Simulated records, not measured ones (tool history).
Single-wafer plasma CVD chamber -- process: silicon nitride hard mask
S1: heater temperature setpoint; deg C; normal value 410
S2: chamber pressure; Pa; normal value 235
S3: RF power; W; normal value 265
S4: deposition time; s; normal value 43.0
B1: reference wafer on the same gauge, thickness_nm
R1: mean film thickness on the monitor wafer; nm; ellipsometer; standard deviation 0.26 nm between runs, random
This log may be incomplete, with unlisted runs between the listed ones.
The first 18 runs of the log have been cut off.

run 19 hour=210.6 | S1=415 S2=235 S3=285 S4=49.6 | B1=54.207 | R1=58.834
run 20 hour=217.2 | S1=410 S2=235 S3=295 S4=43.0 | B1=54.479 | R1=51.725
run 21 hour=228.9 | S1=410 S2=235 S3=265 S4=46.0 | B1=54.347 | R1=50.671
run 22 hour=244.2 | S1=410 S2=235 S3=265 S4=49.2 | B1=54.356 | R1=54.753
run 23 hour=258.6 | S1=410 S2=235 S3=265 S4=43.0 | B1=54.170 | R1=47.383
run 24 hour=272.2 | S1=399 S2=216 S3=285 S4=43.0 | B1=54.194 | R1=48.915
run 25 hour=278.8 | S1=402 S2=235 S3=265 S4=45.5 | B1=54.354 | R1=50.272
run 26 hour=291.8 | S1=414 S2=220 S3=265 S4=43.0 | B1=54.368 | R1=46.273
run 27 hour=306.9 | S1=401 S2=277 S3=230 S4=43.0 | B1=54.358 | R1=43.107
run 28 hour=317.5 | S1=410 S2=188 S3=315 S4=43.0 | B1=54.346 | R1=50.950
run 29 hour=328.2 | S1=410 S2=235 S3=265 S4=43.0 | B1=54.279 | R1=46.935
run 30 hour=336.6 | S1=417 S2=235 S3=265 S4=43.0 | B1=54.306 | R1=46.613

Branching from run 30: 3 alternative next runs. What would each branch give?
run A hour=337.0 | S1=410 S2=235 S3=265 S4=43.0 | B1=? | R1=?
run B hour=337.0 | S1=410 S2=235 S3=285 S4=35.3 | B1=? | R1=?
run C hour=337.0 | S1=418 S2=183 S3=220 S4=43.0 | B1=? | R1=?

run=A B1=54.320 R1=46.650
run=B B1=54.320 R1=40.686
run=C B1=54.320 R1=37.264
Had the tool no hidden state, the same runs would have come out as:
run=A R1=48.391
run=B R1=42.145
run=C R1=38.729
